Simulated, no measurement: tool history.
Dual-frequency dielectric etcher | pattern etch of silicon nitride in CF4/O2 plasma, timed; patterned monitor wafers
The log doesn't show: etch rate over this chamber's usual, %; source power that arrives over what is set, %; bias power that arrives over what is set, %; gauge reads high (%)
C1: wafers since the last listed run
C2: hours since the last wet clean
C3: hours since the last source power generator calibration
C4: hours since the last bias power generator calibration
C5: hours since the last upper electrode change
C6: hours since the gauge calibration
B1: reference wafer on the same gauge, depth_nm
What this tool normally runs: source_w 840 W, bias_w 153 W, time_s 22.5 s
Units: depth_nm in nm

run 1 hour=0.0 | source_w=840 bias_w=135 time_s=19.0 | C1=0 C2=234.5 C3=1993.5 C4=2776.1 C5=3770.5 C6=347.3 | B1=78.7 | depth_nm=58.8
run 2 hour=30.8 | source_w=840 bias_w=135 time_s=19.0 | C1=453 C2=265.3 C3=2024.3 C4=2806.9 C5=3801.3 C6=378.1 | B1=78.7 | depth_nm=58.6
run 3 hour=64.0 | source_w=840 bias_w=135 time_s=19.0 | C1=488 C2=298.5 C3=2057.5 C4=2840.1 C5=3834.5 C6=411.3 | B1=78.7 | depth_nm=58.7
-- hour=66.6 gauge calibrated
run 4 hour=87.4 | source_w=840 bias_w=138 time_s=22.5 | C1=344 C2=321.9 C3=2080.9 C4=2863.5 C5=3857.9 C6=20.8 | B1=78.7 | depth_nm=69.9
run 5 hour=105.0 | source_w=840 bias_w=138 time_s=22.5 | C1=259 C2=339.5 C3=2098.5 C4=2881.1 C5=3875.5 C6=38.4 | B1=78.7 | depth_nm=70.0
run 6 hour=119.0 | source_w=840 bias_w=138 time_s=22.5 | C1=206 C2=353.5 C3=2112.5 C4=2895.1 C5=3889.5 C6=52.4 | B1=78.7 | depth_nm=70.1
run 7 hour=147.2 | source_w=890 bias_w=178 time_s=22.5 | C1=415 C2=381.7 C3=2140.7 C4=2923.3 C5=3917.7 C6=80.6 | B1=78.7 | depth_nm=79.2
-- hour=164.2 source power generator calibrated
run 8 hour=171.4 | source_w=890 bias_w=178 time_s=22.5 | C1=297 C2=405.9 C3=7.2 C4=2947.5 C5=3941.9 C6=104.8 | B1=78.7 | depth_nm=77.3
run 9 hour=195.4 | source_w=840 bias_w=153 time_s=22.5 | C1=353 C2=429.9 C3=31.2 C4=2971.5 C5=3965.9 C6=128.8 | B1=78.7 | depth_nm=70.7
run 10 hour=213.1 | source_w=840 bias_w=153 time_s=22.5 | C1=260 C2=447.6 C3=48.9 C4=2989.2 C5=3983.6 C6=146.5 | B1=78.8 | depth_nm=70.9

Run 11, settings as shown, results not yet in. Your forecast:
run 11 hour=237.2 | source_w=740 bias_w=122 time_s=18.5 | C1=354 C2=471.7 C3=73.0 C4=3013.3 C5=4007.7 C6=170.6 | B1=? | depth_nm=?

B1: 78.7
depth_nm: 50.3 nm
Minus the tool's unlogged condition, the same run would have read depth_nm 50.6 nm.

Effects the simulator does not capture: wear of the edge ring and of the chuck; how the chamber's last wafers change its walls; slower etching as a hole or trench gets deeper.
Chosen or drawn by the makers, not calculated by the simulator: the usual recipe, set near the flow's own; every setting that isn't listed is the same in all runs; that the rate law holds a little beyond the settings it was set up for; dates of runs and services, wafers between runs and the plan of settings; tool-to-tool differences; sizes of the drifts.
